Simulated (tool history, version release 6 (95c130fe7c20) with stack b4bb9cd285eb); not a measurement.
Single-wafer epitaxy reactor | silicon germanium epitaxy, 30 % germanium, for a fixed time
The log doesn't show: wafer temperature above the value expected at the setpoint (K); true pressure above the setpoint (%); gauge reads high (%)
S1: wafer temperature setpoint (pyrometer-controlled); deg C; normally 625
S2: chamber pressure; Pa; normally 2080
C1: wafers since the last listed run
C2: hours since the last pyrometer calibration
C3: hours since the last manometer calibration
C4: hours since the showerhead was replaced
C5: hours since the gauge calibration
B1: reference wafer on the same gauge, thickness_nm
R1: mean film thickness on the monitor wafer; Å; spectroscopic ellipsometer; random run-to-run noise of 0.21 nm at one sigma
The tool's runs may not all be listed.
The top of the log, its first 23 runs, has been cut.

Run 24, hour 605.8: usual settings but S1 634 deg C, S2 2386 Pa; C1 462; C2 290.1; C3 332; C4 197.5; C5 1020.7; B1 102.503. Result: R1 1101.05 Å.
Run 25, hour 626.6: usual settings but S1 618 deg C; C1 534; C2 310.9; C3 352.8; C4 218.3; C5 1041.5; B1 102.449. Result: R1 776.21 Å.
Run 26, hour 654.8: usual settings but S1 632 deg C, S2 1733 Pa; C1 724; C2 339.1; C3 381; C4 246.5; C5 1069.7; B1 102.536. Result: R1 969.03 Å.
At hour 672.7: gauge calibrated.
Run 27, hour 679.7: usual settings; C1 639; C2 364; C3 405.9; C4 271.4; C5 7; B1 102.404. Result: R1 889.76 Å.
Run 28, hour 694: usual settings but S1 619 deg C; C1 367; C2 378.3; C3 420.2; C4 285.7; C5 21.3; B1 102.345. Result: R1 787.71 Å.
Run 29, hour 781.8: usual settings but S1 630 deg C, S2 1920 Pa; C1 2254; C2 466.1; C3 508; C4 373.5; C5 109.1; B1 102.326. Result: R1 960.9 Å.
Run 30, hour 803.6: usual settings but S1 614 deg C, S2 2346 Pa; C1 559; C2 487.9; C3 529.8; C4 395.3; C5 130.9; B1 102.438. Result: R1 739.84 Å.
Run 31, hour 836.2: usual settings; C1 837; C2 520.5; C3 562.4; C4 427.9; C5 163.5; B1 102.326. Result: R1 890.3 Å.
Run 32, hour 866.7: usual settings; C1 783; C2 551; C3 592.9; C4 458.4; C5 194; B1 102.462. Result: R1 890.14 Å.
Run 33, hour 902.3: usual settings; C1 914; C2 586.6; C3 628.5; C4 494; C5 229.6; B1 102.415. Result: R1 888.61 Å.
Run 34, hour 916.3: usual settings; C1 359; C2 600.6; C3 642.5; C4 508; C5 243.6; B1 102.383. Result: R1 888.4 Å.
Run 35, hour 932.8: usual settings but S1 615 deg C, S2 1600 Pa; C1 423; C2 617.1; C3 659; C4 524.5; C5 260.1; B1 102.366. Result: R1 681.09 Å.
Run 36, hour 966.6: usual settings but S1 631 deg C; C1 868; C2 650.9; C3 692.8; C4 558.3; C5 293.9; B1 102.332. Result: R1 998.5 Å.

Branching from run 36: 3 alternative next runs. What would each branch give?
Run A, hour 967: usual settings but S2 2253 Pa; C1 10; C2 651.3; C3 693.2; C4 558.7; C5 294.3; B1 ?. Result: R1 ?.
Run B, hour 967: usual settings but S1 610 deg C; C1 10; C2 651.3; C3 693.2; C4 558.7; C5 294.3; B1 ?. Result: R1 ?.
Run C, hour 967: usual settings but S1 634 deg C, S2 1867 Pa; C1 10; C2 651.3; C3 693.2; C4 558.7; C5 294.3; B1 ?. Result: R1 ?.

run       B1       R1
  A  102.358   910.62
  B  102.358   661.43
  C  102.358  1026.87
With the hidden condition removed and each run's random variation left untouched, the same runs would have given:
run       R1
  A   910.62
  B   661.43
  C  1026.87

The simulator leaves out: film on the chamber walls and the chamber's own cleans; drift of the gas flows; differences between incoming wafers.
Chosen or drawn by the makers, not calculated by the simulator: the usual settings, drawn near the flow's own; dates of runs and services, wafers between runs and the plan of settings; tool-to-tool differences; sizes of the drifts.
